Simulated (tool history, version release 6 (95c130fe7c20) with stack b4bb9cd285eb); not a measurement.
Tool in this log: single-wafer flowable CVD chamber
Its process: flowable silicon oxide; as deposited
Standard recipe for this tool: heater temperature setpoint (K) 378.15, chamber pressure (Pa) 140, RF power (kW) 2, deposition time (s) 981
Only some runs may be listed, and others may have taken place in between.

| run | hour | heater temperature setpoint (K) | chamber pressure (Pa) | RF power (kW) | deposition time (s) | read-back reference wafer on the same gauge, thickness_nm | mean film thickness on the monitor wafer (nm) |
|---|---|---|---|---|---|---|---|
| 1 | 0 | 378.15 | 140 | 2 | 981 | 807.255 | 718.772 |
| 2 | 106.1 | 375.15 | 157 | 2 | 981 | 808.111 | 909.74 |
| 3 | 211.9 | 378.15 | 140 | 2 | 981 | 807.076 | 718.37 |
| 4 | 253.7 | 373.15 | 164 | 1.86 | 1033 | 808.531 | 1045.419 |
| 5 | 300.6 | 385.15 | 124 | 2 | 981 | 807.691 | 493.396 |
| 6 | 404 | 378.15 | 140 | 2.39 | 981 | 809.222 | 747.097 |
|  | 416.9 | thermocouple changed; heater temperature recalibrated |
| 7 | 475.8 | 378.15 | 167 | 2 | 981 | 807.679 | 851.506 |
|  | 484.6 | gauge calibrated |
| 8 | 560.4 | 387.15 | 161 | 1.68 | 898 | 839.424 | 528.564 |
| 9 | 644 | 367.15 | 128 | 1.605 | 901 | 834.652 | 875.864 |
| 10 | 685.7 | 378.15 | 125 | 2 | 902 | 834.389 | 605.699 |
| 11 | 722.7 | 378.15 | 127 | 2 | 981 | 832.527 | 672.504 |
| 12 | 762.1 | 378.15 | 140 | 2 | 981 | 831.904 | 734.37 |
| 13 | 837.2 | 378.15 | 140 | 2 | 981 | 829.758 | 732.984 |
| 14 | 875.1 | 369.15 | 105 | 2 | 1173 | 830.493 | 917.133 |
| 15 | 920.9 | 363.15 | 140 | 2 | 981 | 827.648 | 1297.128 |
|  | 936.4 | capacitance manometer re-zeroed and calibrated |
| 16 | 1010.2 | 370.15 | 140 | 2 | 981 | 827.048 | 995.271 |
| 17 | 1070.6 | 387.15 | 161 | 1.68 | 898 | 825.621 | 527.795 |
| 18 | 1109.6 | 378.15 | 140 | 2.3 | 981 | 824.501 | 753.482 |
|  | 1121.4 | RF generator calibrated |
| 19 | 1188.8 | 389.15 | 115 | 2.23 | 1175 | 822.83 | 489.136 |
|  | 1216.8 | showerhead replaced |
|  | 1225.9 | thermocouple changed; heater temperature recalibrated |
| 20 | 1291.2 | 378.15 | 119 | 2.255 | 981 | 820.908 | 624.477 |
| 21 | 1375.8 | 390.15 | 140 | 2.2 | 1073 | 819.147 | 524.769 |
| 22 | 1436.9 | 374.15 | 140 | 2.115 | 981 | 819.177 | 866.901 |
| 23 | 1504.5 | 378.15 | 140 | 2 | 981 | 817.91 | 729.126 |
| 24 | 1573 | 383.15 | 121 | 1.805 | 981 | 816.743 | 506.121 |
| 25 | 1623 | 378.15 | 140 | 2 | 1065 | 815.679 | 788.952 |
| 26 | 1800.9 | 373.15 | 164 | 1.86 | 1033 | 814.733 | 1054.643 |
| 27 | 1846 | 378.15 | 171 | 2 | 1065 | 813.551 | 949.106 |
|  | 1865.9 | capacitance manometer re-zeroed and calibrated |
| 28 | 1937.4 | 370.15 | 152 | 2 | 1075 | 813.956 | 1165.752 |

Pick out some run-to-run changes in mean film thickness on the monitor wafer (nm). Of each, how much would a tool without hidden state show as well, from the settings, what came in and chance, and how much is left for the hidden state and any gauge scatter not in both results compared?
Hidden state at play: wafer temperature above the value expected at the setpoint (K); delivered RF power above the setpoint (%); true pressure above the setpoint (%); gauge reads high (%).
Run 4 -> 5: heater temperature setpoint (K) 373.15 -> 385.15, chamber pressure (Pa) 164 -> 124, RF power (kW) 1.86 -> 2, deposition time (s) 1033 -> 981. mean film thickness on the monitor wafer (nm) -552.023: hidden state +20.994, all else -573.017.
Run 7 -> 8: heater temperature setpoint (K) 378.15 -> 387.15, chamber pressure (Pa) 167 -> 161, RF power (kW) 2 -> 1.68, deposition time (s) 981 -> 898, gauge calibrated. mean film thickness on the monitor wafer (nm) -322.942: hidden state +32.305, all else -355.247.
Run 16 -> 17: heater temperature setpoint (K) 370.15 -> 387.15, chamber pressure (Pa) 140 -> 161, RF power (kW) 2 -> 1.68, deposition time (s) 981 -> 898. mean film thickness on the monitor wafer (nm) -467.476: hidden state +6.22, all else -473.696.
